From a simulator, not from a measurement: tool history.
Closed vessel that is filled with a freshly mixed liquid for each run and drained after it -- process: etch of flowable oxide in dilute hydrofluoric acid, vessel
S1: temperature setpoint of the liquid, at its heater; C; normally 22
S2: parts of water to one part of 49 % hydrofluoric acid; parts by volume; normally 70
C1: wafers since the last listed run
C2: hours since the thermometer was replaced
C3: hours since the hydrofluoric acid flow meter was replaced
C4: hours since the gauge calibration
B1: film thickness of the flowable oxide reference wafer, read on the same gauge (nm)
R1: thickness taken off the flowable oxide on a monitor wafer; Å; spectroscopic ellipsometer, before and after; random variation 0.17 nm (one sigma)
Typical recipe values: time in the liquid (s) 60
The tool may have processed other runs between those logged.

Run 1, hour 0: usual settings; C1 0; C2 668.4; C3 532.6; C4 2539.5; B1 139.99. Result: R1 441.9 Å.
Run 2, hour 87: usual settings; C1 8122; C2 755.4; C3 619.6; C4 2626.5; B1 140.04. Result: R1 442.9 Å.
Run 3, hour 129.4: usual settings; C1 3958; C2 797.8; C3 662; C4 2668.9; B1 139.99. Result: R1 443.2 Å.
At hour 226: thermometer replaced.
Run 4, hour 425.5: usual settings; C1 27551; C2 199.5; C3 958.1; C4 2965; B1 140.03. Result: R1 443.8 Å.
Run 5, hour 494.7: usual settings; C1 6460; C2 268.7; C3 1027.3; C4 3034.2; B1 139.94. Result: R1 439.5 Å.
Run 6, hour 559.7: usual settings; C1 6068; C2 333.7; C3 1092.3; C4 3099.2; B1 140.01. Result: R1 442.1 Å.
Run 7, hour 631.5: usual settings; C1 6703; C2 405.5; C3 1164.1; C4 3171; B1 139.98. Result: R1 439.8 Å.
Run 8, hour 690.3: usual settings; C1 5489; C2 464.3; C3 1222.9; C4 3229.8; B1 139.97. Result: R1 441.7 Å.
Run 9, hour 769.2: usual settings but time in the liquid (s) 45; C1 7366; C2 543.2; C3 1301.8; C4 3308.7; B1 140.02. Result: R1 330.3 Å.
Run 10, hour 857: usual settings but time in the liquid (s) 45; C1 8197; C2 631; C3 1389.6; C4 3396.5; B1 140.04. Result: R1 331.9 Å.
Run 11, hour 907.6: usual settings but time in the liquid (s) 45; C1 4724; C2 681.6; C3 1440.2; C4 3447.1; B1 140.01. Result: R1 334.3 Å.
Run 12, hour 980: usual settings; C1 6759; C2 754; C3 1512.6; C4 3519.5; B1 140.01. Result: R1 440.5 Å.
Run 13, hour 1034.3: usual settings but time in the liquid (s) 85; C1 5069; C2 808.3; C3 1566.9; C4 3573.8; B1 139.97. Result: R1 625.6 Å.
At hour 1096.5: hydrofluoric acid flow meter replaced.
At hour 1182.9: gauge calibrated.
At hour 1225.8: thermometer replaced.
Run 14, hour 1354.7: usual settings but time in the liquid (s) 85; C1 29727; C2 128.9; C3 258.2; C4 171.8; B1 140.02. Result: R1 619.6 Å.
Run 15, hour 1456.3: usual settings but time in the liquid (s) 85; C1 9485; C2 230.5; C3 359.8; C4 273.4; B1 139.96. Result: R1 624.1 Å.
Run 16, hour 1515.6: usual settings; C1 5536; C2 289.8; C3 419.1; C4 332.7; B1 139.99. Result: R1 437.7 Å.
Run 17, hour 1819.9: usual settings but S2 95 parts by volume, time in the liquid (s) 75; C1 28410; C2 594.1; C3 723.4; C4 637; B1 139.99. Result: R1 394.6 Å.
Run 18, hour 1862.8: usual settings but S1 20.5 C, S2 80 parts by volume; C1 4005; C2 637; C3 766.3; C4 679.9; B1 140.02. Result: R1 361.2 Å.
Run 19, hour 1918.8: usual settings but S1 27 C, time in the liquid (s) 70; C1 5228; C2 693; C3 822.3; C4 735.9; B1 139.94. Result: R1 630.5 Å.
Run 20, hour 1967.1: usual settings but S2 80 parts by volume, time in the liquid (s) 75; C1 4509; C2 741.3; C3 870.6; C4 784.2; B1 139.98. Result: R1 478.7 Å.
Run 21, hour 2037.1: usual settings; C1 6535; C2 811.3; C3 940.6; C4 854.2; B1 140. Result: R1 441.6 Å.
Run 22, hour 2113.5: usual settings but S1 18.5 C, S2 90 parts by volume, time in the liquid (s) 30; C1 7133; C2 887.7; C3 1017; C4 930.6; B1 140.02. Result: R1 144.4 Å.
At hour 2202.8: thermometer replaced.
Run 23, hour 2211.2: usual settings but S1 25 C, S2 90 parts by volume, time in the liquid (s) 80; C1 9028; C2 8.4; C3 1114.7; C4 1028.3; B1 140.03. Result: R1 505 Å.
Run 24, hour 2304.5: usual settings but S1 24 C, S2 45 parts by volume, time in the liquid (s) 30; C1 8710; C2 101.7; C3 1208; C4 1121.6; B1 140.03. Result: R1 386.2 Å.
Run 25, hour 2393.4: usual settings but S2 90 parts by volume, time in the liquid (s) 45; C1 8300; C2 190.6; C3 1296.9; C4 1210.5; B1 140. Result: R1 252.4 Å.

The next listed run, before its measurement:
Run 26, hour 2448.2: usual settings but S1 19.5 C, S2 90 parts by volume; C1 5116; C2 245.4; C3 1351.7; C4 1265.3; B1 ?. Result: R1 ?.

Run 26 came out at B1 140.01, R1 303.1 Å.
Had the tool carried no hidden state, the very same run would have given R1 303.1 Å.

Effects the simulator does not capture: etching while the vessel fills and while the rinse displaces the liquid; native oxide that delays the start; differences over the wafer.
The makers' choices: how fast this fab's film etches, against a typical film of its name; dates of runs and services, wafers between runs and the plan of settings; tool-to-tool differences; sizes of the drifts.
